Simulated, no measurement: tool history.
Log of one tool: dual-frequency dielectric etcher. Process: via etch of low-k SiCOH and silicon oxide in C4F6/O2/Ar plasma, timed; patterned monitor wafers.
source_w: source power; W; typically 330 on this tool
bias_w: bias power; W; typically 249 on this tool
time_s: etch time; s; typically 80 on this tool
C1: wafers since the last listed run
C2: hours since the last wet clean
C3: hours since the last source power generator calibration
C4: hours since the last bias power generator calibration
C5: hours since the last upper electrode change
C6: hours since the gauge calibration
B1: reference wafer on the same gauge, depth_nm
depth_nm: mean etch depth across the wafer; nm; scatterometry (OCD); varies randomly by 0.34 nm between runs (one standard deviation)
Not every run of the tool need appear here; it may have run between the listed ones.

run 1 hour=0 | source_w=330 bias_w=229 time_s=80 | C1=0 C2=0.5 C3=3415 C4=4867.1 C5=9.8 C6=104 | B1=272.3 | depth_nm=221.2
run 2 hour=0.3 | source_w=330 bias_w=224 time_s=80 | C1=4 C2=0.8 C3=3415.3 C4=4867.4 C5=10.1 C6=104.3 | B1=272 | depth_nm=219.5
run 3 hour=0.7 | source_w=330 bias_w=224 time_s=80 | C1=5 C2=1.2 C3=3415.7 C4=4867.8 C5=10.5 C6=104.7 | B1=272 | depth_nm=219.8
run 4 hour=1 | source_w=330 bias_w=224 time_s=80 | C1=4 C2=1.5 C3=3416 C4=4868.1 C5=10.8 C6=105 | B1=272 | depth_nm=219.2
run 5 hour=1.4 | source_w=330 bias_w=249 time_s=80 | C1=5 C2=1.9 C3=3416.4 C4=4868.5 C5=11.2 C6=105.4 | B1=271.9 | depth_nm=228.1
run 6 hour=7.3 | source_w=330 bias_w=249 time_s=80 | C1=79 C2=7.8 C3=3422.3 C4=4874.4 C5=17.1 C6=111.3 | B1=272 | depth_nm=228.4
run 7 hour=19.2 | source_w=330 bias_w=249 time_s=80 | C1=159 C2=19.7 C3=3434.2 C4=4886.3 C5=29 C6=123.2 | B1=271.9 | depth_nm=227.6
run 8 hour=35.6 | source_w=330 bias_w=249 time_s=80 | C1=219 C2=36.1 C3=3450.6 C4=4902.7 C5=45.4 C6=139.6 | B1=272.1 | depth_nm=228.2
run 9 hour=50.5 | source_w=330 bias_w=249 time_s=90 | C1=199 C2=51 C3=3465.5 C4=4917.6 C5=60.3 C6=154.5 | B1=272.1 | depth_nm=256.4
run 10 hour=58.1 | source_w=270 bias_w=212 time_s=66.5 | C1=101 C2=58.6 C3=3473.1 C4=4925.2 C5=67.9 C6=162.1 | B1=272 | depth_nm=169.9
run 11 hour=71.2 | source_w=330 bias_w=216 time_s=56 | C1=175 C2=71.7 C3=3486.2 C4=4938.3 C5=81 C6=175.2 | B1=272 | depth_nm=152
-- hour=92.1 source power generator calibrated
run 12 hour=92.6 | source_w=330 bias_w=249 time_s=80 | C1=233 C2=93.1 C3=0.5 C4=4959.7 C5=102.4 C6=196.6 | B1=272.1 | depth_nm=227.7
run 13 hour=102.1 | source_w=330 bias_w=249 time_s=87.5 | C1=127 C2=102.6 C3=10 C4=4969.2 C5=111.9 C6=206.1 | B1=272 | depth_nm=248.1
run 14 hour=117.8 | source_w=330 bias_w=249 time_s=80 | C1=210 C2=118.3 C3=25.7 C4=4984.9 C5=127.6 C6=221.8 | B1=272.2 | depth_nm=227.5
run 15 hour=126.8 | source_w=330 bias_w=249 time_s=87.5 | C1=120 C2=127.3 C3=34.7 C4=4993.9 C5=136.6 C6=230.8 | B1=272 | depth_nm=248.2
run 16 hour=139.5 | source_w=360 bias_w=229 time_s=80 | C1=170 C2=140 C3=47.4 C4=5006.6 C5=149.3 C6=243.5 | B1=272.1 | depth_nm=226.1
-- hour=145.6 bias power generator calibrated
run 17 hour=148.9 | source_w=390 bias_w=292 time_s=96.5 | C1=72 C2=149.4 C3=56.8 C4=3.3 C5=158.7 C6=252.9 | B1=272.1 | depth_nm=303.1
-- hour=153.1 gauge calibrated
run 18 hour=163 | source_w=330 bias_w=249 time_s=80 | C1=189 C2=163.5 C3=70.9 C4=17.4 C5=172.8 C6=9.9 | B1=271.8 | depth_nm=227
run 19 hour=172.7 | source_w=400 bias_w=193 time_s=80 | C1=130 C2=173.2 C3=80.6 C4=27.1 C5=182.5 C6=19.6 | B1=272.1 | depth_nm=219.2
run 20 hour=185 | source_w=350 bias_w=213 time_s=69.5 | C1=164 C2=185.5 C3=92.9 C4=39.4 C5=194.8 C6=31.9 | B1=272.2 | depth_nm=189.4
run 21 hour=197.3 | source_w=330 bias_w=249 time_s=80 | C1=164 C2=197.8 C3=105.2 C4=51.7 C5=207.1 C6=44.2 | B1=272 | depth_nm=226.9
run 22 hour=204.5 | source_w=330 bias_w=310 time_s=104 | C1=96 C2=205 C3=112.4 C4=58.9 C5=214.3 C6=51.4 | B1=271.8 | depth_nm=318.8
run 23 hour=220.1 | source_w=330 bias_w=195 time_s=80 | C1=209 C2=220.6 C3=128 C4=74.5 C5=229.9 C6=67 | B1=271.9 | depth_nm=207.9
run 24 hour=234.2 | source_w=260 bias_w=249 time_s=80 | C1=189 C2=234.7 C3=142.1 C4=88.6 C5=244 C6=81.1 | B1=272 | depth_nm=212.2
run 25 hour=258.1 | source_w=390 bias_w=277 time_s=100 | C1=320 C2=258.6 C3=166 C4=112.5 C5=267.9 C6=105 | B1=272.1 | depth_nm=307.3
run 26 hour=273.1 | source_w=360 bias_w=297 time_s=64.5 | C1=201 C2=273.6 C3=181 C4=127.5 C5=282.9 C6=120 | B1=271.9 | depth_nm=198.5
run 27 hour=279.8 | source_w=290 bias_w=249 time_s=80 | C1=89 C2=280.3 C3=187.7 C4=134.2 C5=289.6 C6=126.7 | B1=272.1 | depth_nm=218
run 28 hour=297.8 | source_w=390 bias_w=290 time_s=80 | C1=241 C2=298.3 C3=205.7 C4=152.2 C5=307.6 C6=144.7 | B1=272 | depth_nm=249.5
run 29 hour=304.8 | source_w=400 bias_w=249 time_s=56 | C1=93 C2=305.3 C3=212.7 C4=159.2 C5=314.6 C6=151.7 | B1=271.7 | depth_nm=167.1

Per-run results on a tool with no hidden state, each run keeping its own random variation:
The hidden state here: etch rate over this chamber's usual, %; source power that arrives over what is set, %; bias power that arrives over what is set, %; gauge reads high (%).
run=1 depth_nm=220.9
run=2 depth_nm=219.2
run=3 depth_nm=219.6
run=4 depth_nm=219
run=5 depth_nm=227.8
run=6 depth_nm=228.1
run=7 depth_nm=227.5
run=8 depth_nm=228.2
run=9 depth_nm=256.5
run=10 depth_nm=170.1
run=11 depth_nm=152.2
run=12 depth_nm=228.2
run=13 depth_nm=248.8
run=14 depth_nm=228.3
run=15 depth_nm=249
run=16 depth_nm=227
run=17 depth_nm=304.5
run=18 depth_nm=228.2
run=19 depth_nm=220.4
run=20 depth_nm=190.5
run=21 depth_nm=228.3
run=22 depth_nm=321
run=23 depth_nm=209.4
run=24 depth_nm=213.8
run=25 depth_nm=310
run=26 depth_nm=200.3
run=27 depth_nm=220.1
run=28 depth_nm=252.1
run=29 depth_nm=168.8
